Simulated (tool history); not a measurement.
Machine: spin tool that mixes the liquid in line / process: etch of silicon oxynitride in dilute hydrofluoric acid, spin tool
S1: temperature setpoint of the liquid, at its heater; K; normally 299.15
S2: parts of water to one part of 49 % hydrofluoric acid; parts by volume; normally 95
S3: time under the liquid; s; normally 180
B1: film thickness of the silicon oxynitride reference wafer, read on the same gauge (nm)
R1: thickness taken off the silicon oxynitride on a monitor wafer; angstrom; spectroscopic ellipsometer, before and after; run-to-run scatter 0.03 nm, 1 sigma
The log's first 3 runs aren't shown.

| run | hour | S1 | S2 | S3 | B1 | R1 |
|---|---|---|---|---|---|---|
|  | 168.6 | hydrofluoric acid flow meter replaced |
| 4 | 184.8 | 299.15 | 95 | 180 | 90.023 | 27.18 |
| 5 | 238.7 | 299.15 | 95 | 180 | 89.980 | 27.16 |
| 6 | 299.0 | 299.15 | 95 | 180 | 89.999 | 27.12 |
| 7 | 376.2 | 299.15 | 95 | 180 | 90.025 | 27.37 |
| 8 | 471.3 | 299.15 | 95 | 180 | 89.997 | 27.64 |
| 9 | 519.7 | 299.15 | 95 | 180 | 89.979 | 27.21 |
| 10 | 595.3 | 299.15 | 95 | 180 | 89.992 | 28.02 |
| 11 | 674.1 | 299.15 | 95 | 180 | 90.007 | 28.21 |
| 12 | 724.7 | 299.15 | 95 | 180 | 90.020 | 28.66 |
| 13 | 763.9 | 302.15 | 95 | 155 | 89.967 | 28.29 |
|  | 807.3 | thermometer replaced |
| 14 | 824.1 | 299.15 | 130 | 180 | 90.003 | 18.89 |
| 15 | 901.3 | 301.65 | 60 | 150 | 90.040 | 40.12 |
|  | 1085.5 | gauge calibrated |
| 16 | 1140.8 | 299.15 | 95 | 180 | 90.023 | 27.49 |
| 17 | 1179.9 | 299.15 | 95 | 215 | 90.014 | 32.73 |
| 18 | 1287.7 | 299.15 | 135 | 180 | 89.982 | 18.60 |

What does the tool deliver on the next run?
|  | 1306.7 | hydrofluoric acid flow meter replaced |
| 19 | 1364.3 | 299.15 | 95 | 180 | ? | ? |

{"run 19": {"B1": 89.981, "R1": 27.39}}
Were there no unlogged condition in the tool, this run, its random variation unchanged, would have produced R1 25.78 angstrom.
